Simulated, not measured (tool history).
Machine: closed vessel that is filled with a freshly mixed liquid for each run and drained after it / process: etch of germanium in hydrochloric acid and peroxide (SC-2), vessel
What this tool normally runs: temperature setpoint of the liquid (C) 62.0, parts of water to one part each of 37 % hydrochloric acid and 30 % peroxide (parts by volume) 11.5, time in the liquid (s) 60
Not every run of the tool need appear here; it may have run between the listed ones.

| run | day | temperature setpoint of the liquid (C) | parts of water to one part each of 37 % hydrochloric acid and 30 % peroxide (parts by volume) | time in the liquid (s) | wafers since the last listed run | hours since the thermometer was replaced | hours since the chemicals flow meter was replaced | hours since the drum of peroxide was connected | hours since the gauge calibration | read-back film thickness of the germanium reference wafer, read on the same gauge (nm) | thickness taken off the germanium on a monitor wafer (Å) |
|---|---|---|---|---|---|---|---|---|---|---|---|
| 1 | 0.000 | 62.0 | 11.5 | 60 | 0 | 533.9 | 512.2 | 446.9 | 1973.0 | 149.99 | 2177.7 |
| 2 | 4.021 | 62.0 | 11.5 | 60 | 14193 | 630.4 | 608.7 | 543.4 | 2069.5 | 150.01 | 2175.3 |
| 3 | 7.362 | 62.0 | 11.5 | 60 | 11796 | 710.6 | 688.9 | 623.6 | 2149.7 | 150.02 | 2179.3 |
| 4 | 11.838 | 62.0 | 11.5 | 60 | 15797 | 818.0 | 796.3 | 731.0 | 2257.1 | 150.03 | 2176.4 |
| 5 | 13.875 | 62.0 | 11.5 | 60 | 7192 | 866.9 | 845.2 | 779.9 | 2306.0 | 149.99 | 2169.4 |
| 6 | 16.758 | 62.0 | 9.5 | 60 | 10178 | 936.1 | 914.4 | 849.1 | 2375.2 | 150.01 | 2213.7 |
| 7 | 20.062 | 62.0 | 11.5 | 60 | 11664 | 1015.4 | 993.7 | 928.4 | 2454.5 | 150.03 | 2153.6 |
| 8 | 23.833 | 62.0 | 11.5 | 60 | 13311 | 1105.9 | 1084.2 | 1018.9 | 2545.0 | 150.02 | 2155.7 |
| 9 | 25.654 | 62.0 | 11.5 | 60 | 6427 | 1149.6 | 1127.9 | 1062.6 | 2588.7 | 150.00 | 2168.2 |
|  | 26.438 | new drum of peroxide connected |
| 10 | 28.708 | 62.0 | 11.5 | 60 | 10634 | 1222.9 | 1201.2 | 54.5 | 2662.0 | 149.99 | 2166.0 |
| 11 | 32.025 | 62.0 | 11.5 | 75 | 11708 | 1302.5 | 1280.8 | 134.1 | 2741.6 | 150.00 | 2708.4 |
| 12 | 33.708 | 62.0 | 11.5 | 60 | 5942 | 1342.9 | 1321.2 | 174.5 | 2782.0 | 150.03 | 2153.9 |
| 13 | 37.067 | 69.0 | 9.0 | 60 | 11855 | 1423.5 | 1401.8 | 255.1 | 2862.6 | 150.02 | 2715.0 |
| 14 | 39.875 | 65.5 | 11.5 | 60 | 9913 | 1490.9 | 1469.2 | 322.5 | 2930.0 | 150.00 | 2365.9 |
| 15 | 43.400 | 65.5 | 11.5 | 75 | 12443 | 1575.5 | 1553.8 | 407.1 | 3014.6 | 149.98 | 2938.9 |
| 16 | 46.283 | 62.0 | 17.5 | 60 | 10178 | 1644.7 | 1623.0 | 476.3 | 3083.8 | 150.00 | 1985.9 |
| 17 | 48.862 | 62.0 | 11.5 | 30 | 9104 | 1706.6 | 1684.9 | 538.2 | 3145.7 | 149.99 | 1075.9 |
|  | 51.479 | chemicals flow meter replaced |
|  | 57.533 | gauge calibrated |
| 18 | 61.467 | 67.5 | 11.5 | 60 | 44346 | 2009.1 | 239.7 | 840.7 | 94.4 | 150.00 | 2546.3 |
| 19 | 65.679 | 70.0 | 11.5 | 75 | 14870 | 2110.2 | 340.8 | 941.8 | 195.5 | 149.98 | 3420.6 |
|  | 67.388 | new drum of peroxide connected |
| 20 | 68.062 | 62.0 | 11.5 | 60 | 8266 | 2167.4 | 398.0 | 16.2 | 252.7 | 149.98 | 2181.5 |

What will run 21 give?
|  | 69.333 | thermometer replaced |
| 21 | 71.721 | 62.0 | 11.5 | 60 | 12767 | 57.3 | 485.8 | 104.0 | 340.5 | ? | ? |

{"run 21": {"read-back film thickness of the germanium reference wafer, read on the same gauge (nm)": 150.0, "thickness taken off the germanium on a monitor wafer (Å)": 2187.6}}
With no hidden state in the tool, this same run would have given thickness taken off the germanium on a monitor wafer (Å) 2199.5.
